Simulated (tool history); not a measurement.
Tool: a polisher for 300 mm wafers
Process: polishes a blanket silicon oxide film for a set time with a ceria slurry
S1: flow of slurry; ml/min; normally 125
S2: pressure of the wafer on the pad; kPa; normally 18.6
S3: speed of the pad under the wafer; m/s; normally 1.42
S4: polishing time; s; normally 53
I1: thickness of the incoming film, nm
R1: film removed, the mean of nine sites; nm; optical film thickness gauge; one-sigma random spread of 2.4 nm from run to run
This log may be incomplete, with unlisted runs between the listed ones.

run	day	S1	S2	S3	S4	I1	R1
1	0	125	18.6	1.42	53	1538.7	269.8
2	1.062	125	18.6	1.14	53	1556.6	220.1
3	2.317	125	18.6	1.14	53	1545.8	218.3
4	3.438	125	18.6	1.14	53	1562.8	213.6
5	4.175	125	18.6	1.42	53	1562.2	267.7
6	5.054	125	18.6	1.42	53	1519.5	258.1
7	6.408	125	18.6	1.42	53	1538.9	250.6
# day 6.712: worn pad replaced by a new one
8	7.192	125	18.6	1.42	53	1533.9	273.9
9	8.2	125	18.6	1.08	49	1539.7	193.8
10	8.808	125	18.6	1.08	49	1522.6	194.9
11	9.383	125	18.6	1.42	53	1552.2	276.9
12	10.042	125	18.6	1.42	53	1550.5	277.8
13	11.217	125	18.6	1.42	53	1522.6	271.1
14	11.992	125	18.6	1.42	53	1556.2	268.9
# day 12.971: slurry nozzle cleaned
# day 15.125: worn pad replaced by a new one
15	15.962	125	18.6	1.42	53	1541	279.1
16	16.617	105	18.6	1.42	53	1574.6	268.5
17	18.871	105	18.6	1.42	53	1548	262.7
18	19.488	105	18.6	1.42	53	1536.7	262.4
19	20.758	125	18.6	1.42	53	1556.1	273.3
20	21.396	85	13.1	1.42	66	1550.6	212.3
21	22.292	125	18.6	1.42	61	1543.2	300.2
# day 22.646: worn pad replaced by a new one
22	25.212	125	18.6	1.42	53	1546	276.1
23	26.392	100	18.6	1.86	53	1548.6	348.2
24	27.554	125	22.1	1.42	53	1536.7	320.3
25	28.421	115	18.6	1.42	53	1566.1	265.1
26	29.183	125	20	1.26	61	1534.1	290.5
27	30.662	140	22.1	1.56	69	1561.8	442
# day 31.1: worn pad replaced by a new one
28	31.462	125	18.6	1.42	53	1547.4	279.2
# day 31.9: head pressure recalibrated
29	32.362	125	18.6	1.42	53	1524.2	278.3
30	33.738	125	18.6	1.42	53	1547.3	279.7
31	34.633	125	18.6	1.8	53	1541.4	352.7
32	35.958	125	18.6	1.42	53	1555.4	273
33	37.133	125	23.4	1.42	53	1545.3	330.4
34	37.829	145	18.6	1.42	53	1525.6	270.2
35	38.888	90	23.4	1.12	53	1557.7	234.5
# day 39.192: worn pad replaced by a new one
36	39.775	95	15.2	1.66	34	1544.9	156.8
37	40.871	150	12.4	1.22	65	1533	199.8
38	42.038	155	18.6	1.76	53	1546.4	351.3

Predict each of these 3 candidate next runs independently; none follows another, all start after run 38:
A	42.054	125	18.6	1.62	53	1554.3	?
B	42.054	145	18.6	1.62	53	1554.3	?
C	42.054	155	24.1	1.24	53	1554.3	?

run	R1
A	310.8
B	319.5
C	320.6
Without the tool's unlogged condition, the same runs would have read:
run	R1
A	317.3
B	326.2
C	327.3
